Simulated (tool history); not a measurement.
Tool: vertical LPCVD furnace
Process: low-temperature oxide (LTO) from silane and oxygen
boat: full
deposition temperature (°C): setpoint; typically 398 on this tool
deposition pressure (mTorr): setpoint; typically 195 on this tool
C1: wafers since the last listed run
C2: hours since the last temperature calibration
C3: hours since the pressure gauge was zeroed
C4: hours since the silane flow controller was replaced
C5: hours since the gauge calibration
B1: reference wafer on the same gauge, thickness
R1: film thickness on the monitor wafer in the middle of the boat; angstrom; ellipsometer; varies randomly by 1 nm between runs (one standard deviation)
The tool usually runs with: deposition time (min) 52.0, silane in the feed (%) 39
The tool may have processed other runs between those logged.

run 1 hour=0.0 | deposition_temperature_(°C)=407 deposition_pressure_(mTorr)=195 deposition_time_(min)=52.0 silane_in_the_feed_(%)=39 | C1=0 C2=525.6 C3=2672.4 C4=1174.1 C5=913.6 | B1=298.11 | R1=4134.0
run 2 hour=97.0 | deposition_temperature_(°C)=407 deposition_pressure_(mTorr)=195 deposition_time_(min)=52.0 silane_in_the_feed_(%)=39 | C1=1494 C2=622.6 C3=2769.4 C4=1271.1 C5=1010.6 | B1=298.10 | R1=4171.5
run 3 hour=150.3 | deposition_temperature_(°C)=407 deposition_pressure_(mTorr)=195 deposition_time_(min)=52.0 silane_in_the_feed_(%)=39 | C1=821 C2=675.9 C3=2822.7 C4=1324.4 C5=1063.9 | B1=298.15 | R1=4155.5
run 4 hour=192.3 | deposition_temperature_(°C)=398 deposition_pressure_(mTorr)=195 deposition_time_(min)=61.5 silane_in_the_feed_(%)=39 | C1=646 C2=717.9 C3=2864.7 C4=1366.4 C5=1105.9 | B1=298.27 | R1=4464.3
run 5 hour=290.1 | deposition_temperature_(°C)=398 deposition_pressure_(mTorr)=185 deposition_time_(min)=52.0 silane_in_the_feed_(%)=39 | C1=1506 C2=815.7 C3=2962.5 C4=1464.2 C5=1203.7 | B1=298.27 | R1=3596.8
run 6 hour=384.8 | deposition_temperature_(°C)=398 deposition_pressure_(mTorr)=185 deposition_time_(min)=52.0 silane_in_the_feed_(%)=39 | C1=1458 C2=910.4 C3=3057.2 C4=1558.9 C5=1298.4 | B1=297.70 | R1=3592.1
run 7 hour=439.3 | deposition_temperature_(°C)=398 deposition_pressure_(mTorr)=185 deposition_time_(min)=52.0 silane_in_the_feed_(%)=39 | C1=839 C2=964.9 C3=3111.7 C4=1613.4 C5=1352.9 | B1=298.03 | R1=3587.6
run 8 hour=505.5 | deposition_temperature_(°C)=398 deposition_pressure_(mTorr)=195 deposition_time_(min)=52.0 silane_in_the_feed_(%)=39 | C1=1019 C2=1031.1 C3=3177.9 C4=1679.6 C5=1419.1 | B1=298.10 | R1=3797.0
run 9 hour=551.8 | deposition_temperature_(°C)=398 deposition_pressure_(mTorr)=195 deposition_time_(min)=52.0 silane_in_the_feed_(%)=39 | C1=713 C2=1077.4 C3=3224.2 C4=1725.9 C5=1465.4 | B1=298.14 | R1=3779.1
run 10 hour=597.2 | deposition_temperature_(°C)=398 deposition_pressure_(mTorr)=195 deposition_time_(min)=52.0 silane_in_the_feed_(%)=39 | C1=699 C2=1122.8 C3=3269.6 C4=1771.3 C5=1510.8 | B1=298.26 | R1=3786.2
run 11 hour=674.8 | deposition_temperature_(°C)=398 deposition_pressure_(mTorr)=195 deposition_time_(min)=52.0 silane_in_the_feed_(%)=39 | C1=1195 C2=1200.4 C3=3347.2 C4=1848.9 C5=1588.4 | B1=298.19 | R1=3794.9
run 12 hour=738.6 | deposition_temperature_(°C)=398 deposition_pressure_(mTorr)=195 deposition_time_(min)=52.0 silane_in_the_feed_(%)=39 | C1=982 C2=1264.2 C3=3411.0 C4=1912.7 C5=1652.2 | B1=297.82 | R1=3812.5
-- hour=761.5 gauge calibrated
run 13 hour=783.7 | deposition_temperature_(°C)=398 deposition_pressure_(mTorr)=195 deposition_time_(min)=52.0 silane_in_the_feed_(%)=39 | C1=694 C2=1309.3 C3=3456.1 C4=1957.8 C5=22.2 | B1=297.89 | R1=3816.4
-- hour=836.2 silane flow controller replaced
run 14 hour=876.0 | deposition_temperature_(°C)=398 deposition_pressure_(mTorr)=195 deposition_time_(min)=52.0 silane_in_the_feed_(%)=39 | C1=1052 C2=1401.6 C3=3548.4 C4=39.8 C5=114.5 | B1=297.79 | R1=3821.5
run 15 hour=968.2 | deposition_temperature_(°C)=398 deposition_pressure_(mTorr)=195 deposition_time_(min)=52.0 silane_in_the_feed_(%)=39 | C1=1420 C2=1493.8 C3=3640.6 C4=132.0 C5=206.7 | B1=297.95 | R1=3823.3

Run 16 has not been measured yet. What should we expect?
run 16 hour=1050.5 | deposition_temperature_(°C)=403 deposition_pressure_(mTorr)=210 deposition_time_(min)=58.5 silane_in_the_feed_(%)=39 | C1=1267 C2=1576.1 C3=3722.9 C4=214.3 C5=289.0 | B1=? | R1=?

{"run 16": {"B1": 297.85, "R1": 4881.2}}
Had the tool carried no hidden state, the very same run would have given R1 4675.7 angstrom.
